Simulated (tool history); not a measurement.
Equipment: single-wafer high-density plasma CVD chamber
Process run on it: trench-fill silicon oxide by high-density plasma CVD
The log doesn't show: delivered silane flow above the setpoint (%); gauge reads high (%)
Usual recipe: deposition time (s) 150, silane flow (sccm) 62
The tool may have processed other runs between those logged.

run   hour  deposition time (s)  silane flow (sccm)  wafers since the last listed run  hours since the silane flow controller was replaced  hours since the gauge calibration  read-back reference wafer on the same gauge, thickness_nm  mean film thickness on the monitor wafer (nm)
  1      0                  150                  54                                 0                                               4399.3                               62.2                                                    789.221                                        894.871
  2   16.4                  150                  62                               123                                               4415.7                               78.6                                                    789.033                                       1025.327
  3   28.7                  150                  62                                92                                                 4428                               90.9                                                    788.694                                        1025.68
  4   63.3                  150                  62                               260                                               4462.6                              125.5                                                    788.761                                       1028.328
  5   83.2                  150                  62                               149                                               4482.5                              145.4                                                    788.875                                       1030.305
  6  102.3                  150                  62                               143                                               4501.6                              164.5                                                    788.577                                       1029.828
  7  128.5                  150                  62                               197                                               4527.8                              190.7                                                    789.057                                       1032.158
  8  232.5                  150                  66                               782                                               4631.8                              294.7                                                    788.985                                       1100.611
  9  247.8                  138                  56                               115                                               4647.1                                310                                                    788.741                                        858.447
     278.7  -- silane flow controller replaced
 10  279.2                  139                  57                               176                                                  0.5                              341.4                                                    789.452                                        821.815
 11  294.5                  150                  62                               115                                                 15.8                              356.7                                                    789.008                                        965.541
 12    322                  122                  62                               206                                                 43.3                              384.2                                                    789.447                                         785.58
     327.6  -- gauge calibrated
 13  348.9                  172                  66                               202                                                 70.2                               21.3                                                    789.106                                       1180.224
 14  380.9                  150                  62                               240                                                102.2                               53.3                                                    789.168                                        965.685
 15  405.7                  178                  66                               186                                                  127                               78.1                                                    788.448                                       1221.364
 16  425.4                  179                  65                               148                                                146.7                               97.8                                                    788.717                                       1207.892

5 ways to go on from here, each from the tool as it stands after run 16. What would each give?
  A  425.8                  150                  62                                 3                                                147.1                               98.2                                                          ?                                              ?
  B  425.8                  150                  69                                 3                                                147.1                               98.2                                                          ?                                              ?
  C  425.8                  150                  50                                 3                                                147.1                               98.2                                                          ?                                              ?
  D  425.8                  126                  67                                 3                                                147.1                               98.2                                                          ?                                              ?
  E  425.8                  138                  53                                 3                                                147.1                               98.2                                                          ?                                              ?

run  read-back reference wafer on the same gauge, thickness_nm  mean film thickness on the monitor wafer (nm)
  A                                                     789.21                                        963.782
  B                                                     789.21                                       1072.597
  C                                                     789.21                                        777.244
  D                                                     789.21                                        874.866
  E                                                     789.21                                        757.968
Stripped of hidden state, with their random variation kept, the same runs would have yielded:
run  mean film thickness on the monitor wafer (nm)
  A                                        978.251
  B                                       1088.699
  C                                        788.912
  D                                            888
  E                                        769.347
